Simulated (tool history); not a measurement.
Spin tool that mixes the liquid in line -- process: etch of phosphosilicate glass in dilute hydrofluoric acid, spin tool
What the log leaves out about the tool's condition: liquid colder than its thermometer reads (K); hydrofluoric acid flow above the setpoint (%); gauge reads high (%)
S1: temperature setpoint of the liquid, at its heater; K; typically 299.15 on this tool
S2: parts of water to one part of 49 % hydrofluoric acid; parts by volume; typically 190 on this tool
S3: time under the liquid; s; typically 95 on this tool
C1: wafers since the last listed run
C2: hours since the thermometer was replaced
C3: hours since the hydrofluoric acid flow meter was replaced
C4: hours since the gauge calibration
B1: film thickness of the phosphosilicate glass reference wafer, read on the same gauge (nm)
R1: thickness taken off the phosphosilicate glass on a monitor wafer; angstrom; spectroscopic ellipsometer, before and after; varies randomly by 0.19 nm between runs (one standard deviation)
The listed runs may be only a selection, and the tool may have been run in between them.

{"run": 1, "hour": 0.0, "S1": 299.15, "S2": 190, "S3": 95, "C1": 0, "C2": 1736.8, "C3": 1738.1, "C4": 1787.4, "B1": 116.31, "R1": 303.2}
{"run": 2, "hour": 163.5, "S1": 300.15, "S2": 190, "S3": 95, "C1": 2054, "C2": 1900.3, "C3": 1901.6, "C4": 1950.9, "B1": 116.53, "R1": 317.5}
{"run": 3, "hour": 198.5, "S1": 300.15, "S2": 190, "S3": 95, "C1": 439, "C2": 1935.3, "C3": 1936.6, "C4": 1985.9, "B1": 116.49, "R1": 316.3}
{"run": 4, "hour": 242.3, "S1": 300.15, "S2": 190, "S3": 95, "C1": 550, "C2": 1979.1, "C3": 1980.4, "C4": 2029.7, "B1": 116.56, "R1": 318.0}
{"run": 5, "hour": 270.0, "S1": 299.15, "S2": 230, "S3": 55, "C1": 347, "C2": 2006.8, "C3": 2008.1, "C4": 2057.4, "B1": 116.58, "R1": 139.8}
{"hour": 317.7, "done": "hydrofluoric acid flow meter replaced"}
{"run": 6, "hour": 339.1, "S1": 299.15, "S2": 230, "S3": 55, "C1": 855, "C2": 2075.9, "C3": 21.4, "C4": 2126.5, "B1": 116.61, "R1": 139.0}
{"run": 7, "hour": 394.7, "S1": 299.15, "S2": 190, "S3": 95, "C1": 698, "C2": 2131.5, "C3": 77.0, "C4": 2182.1, "B1": 116.66, "R1": 305.2}
{"run": 8, "hour": 439.0, "S1": 299.15, "S2": 190, "S3": 95, "C1": 556, "C2": 2175.8, "C3": 121.3, "C4": 2226.4, "B1": 116.75, "R1": 304.1}
{"run": 9, "hour": 471.8, "S1": 299.15, "S2": 190, "S3": 95, "C1": 412, "C2": 2208.6, "C3": 154.1, "C4": 2259.2, "B1": 116.74, "R1": 300.3}
{"run": 10, "hour": 631.2, "S1": 299.15, "S2": 160, "S3": 95, "C1": 2002, "C2": 2368.0, "C3": 313.5, "C4": 2418.6, "B1": 116.77, "R1": 371.1}
{"hour": 655.3, "done": "thermometer replaced"}
{"run": 11, "hour": 671.1, "S1": 299.15, "S2": 190, "S3": 95, "C1": 488, "C2": 15.8, "C3": 353.4, "C4": 2458.5, "B1": 116.87, "R1": 302.6}
{"hour": 697.0, "done": "gauge calibrated"}
{"run": 12, "hour": 733.4, "S1": 301.15, "S2": 115, "S3": 150, "C1": 782, "C2": 78.1, "C3": 415.7, "C4": 36.4, "B1": 110.46, "R1": 892.6}
{"run": 13, "hour": 794.9, "S1": 299.15, "S2": 110, "S3": 95, "C1": 772, "C2": 139.6, "C3": 477.2, "C4": 97.9, "B1": 111.07, "R1": 546.4}
{"run": 14, "hour": 825.8, "S1": 299.15, "S2": 115, "S3": 115, "C1": 388, "C2": 170.5, "C3": 508.1, "C4": 128.8, "B1": 111.31, "R1": 624.0}
{"run": 15, "hour": 858.0, "S1": 296.15, "S2": 220, "S3": 80, "C1": 404, "C2": 202.7, "C3": 540.3, "C4": 161.0, "B1": 111.58, "R1": 183.0}
{"run": 16, "hour": 902.0, "S1": 299.15, "S2": 190, "S3": 95, "C1": 552, "C2": 246.7, "C3": 584.3, "C4": 205.0, "B1": 112.0, "R1": 288.2}
{"run": 17, "hour": 962.2, "S1": 299.15, "S2": 190, "S3": 115, "C1": 756, "C2": 306.9, "C3": 644.5, "C4": 265.2, "B1": 112.39, "R1": 354.9}
{"run": 18, "hour": 1008.9, "S1": 299.15, "S2": 190, "S3": 95, "C1": 586, "C2": 353.6, "C3": 691.2, "C4": 311.9, "B1": 112.69, "R1": 291.1}
{"run": 19, "hour": 1074.0, "S1": 299.15, "S2": 190, "S3": 70, "C1": 817, "C2": 418.7, "C3": 756.3, "C4": 377.0, "B1": 113.17, "R1": 216.2}
{"run": 20, "hour": 1168.0, "S1": 299.15, "S2": 135, "S3": 95, "C1": 1180, "C2": 512.7, "C3": 850.3, "C4": 471.0, "B1": 113.72, "R1": 444.6}
{"run": 21, "hour": 1207.8, "S1": 295.65, "S2": 165, "S3": 140, "C1": 500, "C2": 552.5, "C3": 890.1, "C4": 510.8, "B1": 113.97, "R1": 450.8}
{"run": 22, "hour": 1256.9, "S1": 299.15, "S2": 190, "S3": 95, "C1": 616, "C2": 601.6, "C3": 939.2, "C4": 559.9, "B1": 114.19, "R1": 296.6}
{"run": 23, "hour": 1310.1, "S1": 299.15, "S2": 145, "S3": 95, "C1": 668, "C2": 654.8, "C3": 992.4, "C4": 613.1, "B1": 114.46, "R1": 411.6}
{"run": 24, "hour": 1362.9, "S1": 299.15, "S2": 190, "S3": 95, "C1": 663, "C2": 707.6, "C3": 1045.2, "C4": 665.9, "B1": 114.72, "R1": 298.1}
{"run": 25, "hour": 1495.6, "S1": 297.15, "S2": 220, "S3": 95, "C1": 1667, "C2": 840.3, "C3": 1177.9, "C4": 798.6, "B1": 115.22, "R1": 232.8}
{"run": 26, "hour": 1538.1, "S1": 299.15, "S2": 190, "S3": 95, "C1": 533, "C2": 882.8, "C3": 1220.4, "C4": 841.1, "B1": 115.45, "R1": 300.3}
{"run": 27, "hour": 1569.6, "S1": 296.65, "S2": 190, "S3": 95, "C1": 395, "C2": 914.3, "C3": 1251.9, "C4": 872.6, "B1": 115.5, "R1": 271.7}
{"run": 28, "hour": 1628.2, "S1": 299.15, "S2": 255, "S3": 95, "C1": 736, "C2": 972.9, "C3": 1310.5, "C4": 931.2, "B1": 115.73, "R1": 207.6}
{"run": 29, "hour": 1821.0, "S1": 304.15, "S2": 190, "S3": 95, "C1": 2422, "C2": 1165.7, "C3": 1503.3, "C4": 1124.0, "B1": 116.26, "R1": 364.5}
{"run": 30, "hour": 1933.3, "S1": 299.15, "S2": 190, "S3": 140, "C1": 1410, "C2": 1278.0, "C3": 1615.6, "C4": 1236.3, "B1": 116.47, "R1": 441.8}
{"run": 31, "hour": 1962.5, "S1": 299.15, "S2": 190, "S3": 95, "C1": 366, "C2": 1307.2, "C3": 1644.8, "C4": 1265.5, "B1": 116.54, "R1": 300.1}
{"run": 32, "hour": 1990.3, "S1": 299.15, "S2": 190, "S3": 95, "C1": 349, "C2": 1335.0, "C3": 1672.6, "C4": 1293.3, "B1": 116.61, "R1": 299.7}
{"run": 33, "hour": 2038.1, "S1": 299.15, "S2": 135, "S3": 60, "C1": 600, "C2": 1382.8, "C3": 1720.4, "C4": 1341.1, "B1": 116.7, "R1": 291.3}

Predict each of these 3 candidate next runs independently; none follows another, all start after run 33:
{"run": "A", "hour": 2038.5, "S1": 299.15, "S2": 190, "S3": 95, "C1": 5, "C2": 1383.2, "C3": 1720.8, "C4": 1341.5, "B1": "?", "R1": "?"}
{"run": "B", "hour": 2038.5, "S1": 302.15, "S2": 235, "S3": 135, "C1": 5, "C2": 1383.2, "C3": 1720.8, "C4": 1341.5, "B1": "?", "R1": "?"}
{"run": "C", "hour": 2038.5, "S1": 299.15, "S2": 190, "S3": 55, "C1": 5, "C2": 1383.2, "C3": 1720.8, "C4": 1341.5, "B1": "?", "R1": "?"}

run=A B1=116.65 R1=304.7
run=B B1=116.65 R1=369.5
run=C B1=116.65 R1=176.4
Stripped of hidden state, with their random variation kept, the same runs would have yielded:
run=A R1=287.2
run=B R1=348.3
run=C R1=166.2
